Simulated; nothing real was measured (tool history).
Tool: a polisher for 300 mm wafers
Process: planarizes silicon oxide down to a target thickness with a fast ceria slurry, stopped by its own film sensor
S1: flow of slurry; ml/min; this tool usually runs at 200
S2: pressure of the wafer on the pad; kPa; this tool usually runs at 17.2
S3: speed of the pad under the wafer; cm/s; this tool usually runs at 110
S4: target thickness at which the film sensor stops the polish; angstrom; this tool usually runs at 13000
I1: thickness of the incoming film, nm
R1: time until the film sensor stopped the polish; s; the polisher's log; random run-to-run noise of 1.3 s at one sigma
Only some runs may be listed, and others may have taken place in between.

run 1 day=0.000 | S1=200 S2=17.2 S3=110 S4=13000 | I1=2524.5 | R1=67.7
run 2 day=1.654 | S1=200 S2=17.2 S3=110 S4=13000 | I1=2489.1 | R1=65.4
-- day=2.225 head pressure recalibrated
run 3 day=3.462 | S1=200 S2=17.2 S3=110 S4=16220 | I1=2479.2 | R1=52.1
run 4 day=6.000 | S1=200 S2=17.2 S3=110 S4=13000 | I1=2441.2 | R1=69.9
run 5 day=7.158 | S1=200 S2=17.2 S3=110 S4=13000 | I1=2503.3 | R1=75.2
run 6 day=8.896 | S1=200 S2=17.2 S3=110 S4=13000 | I1=2471.0 | R1=70.2
run 7 day=10.962 | S1=200 S2=17.2 S3=110 S4=13000 | I1=2448.9 | R1=70.2
run 8 day=13.529 | S1=200 S2=17.2 S3=110 S4=13000 | I1=2481.1 | R1=73.1
-- day=14.946 worn pad replaced by a new one
run 9 day=16.246 | S1=200 S2=17.2 S3=110 S4=13000 | I1=2502.4 | R1=71.3
run 10 day=19.012 | S1=230 S2=17.2 S3=110 S4=13000 | I1=2469.0 | R1=67.1
-- day=20.221 slurry nozzle cleaned
run 11 day=27.400 | S1=200 S2=17.2 S3=110 S4=11230 | I1=2497.1 | R1=81.4
run 12 day=28.462 | S1=200 S2=17.2 S3=110 S4=11230 | I1=2442.3 | R1=76.4
run 13 day=30.325 | S1=200 S2=17.2 S3=124 S4=13000 | I1=2426.1 | R1=58.8
run 14 day=32.108 | S1=200 S2=17.2 S3=110 S4=13000 | I1=2473.4 | R1=69.3
-- day=33.875 worn pad replaced by a new one
run 15 day=34.521 | S1=255 S2=17.2 S3=90 S4=15150 | I1=2490.2 | R1=66.3
run 16 day=37.042 | S1=200 S2=11.7 S3=110 S4=13000 | I1=2504.8 | R1=98.9
run 17 day=39.879 | S1=245 S2=21.4 S3=132 S4=10640 | I1=2472.1 | R1=53.4
-- day=39.929 slurry nozzle cleaned
run 18 day=44.800 | S1=160 S2=17.2 S3=134 S4=13000 | I1=2451.0 | R1=54.3

Estimate the outcome of run 19 from the log above:
-- day=45.675 head pressure recalibrated
run 19 day=46.400 | S1=250 S2=17.2 S3=144 S4=10870 | I1=2455.7 | R1=?

R1: 64.8 s
With the hidden condition absent and the run-to-run variation left alone, this run would have shown R1 64.8 s.
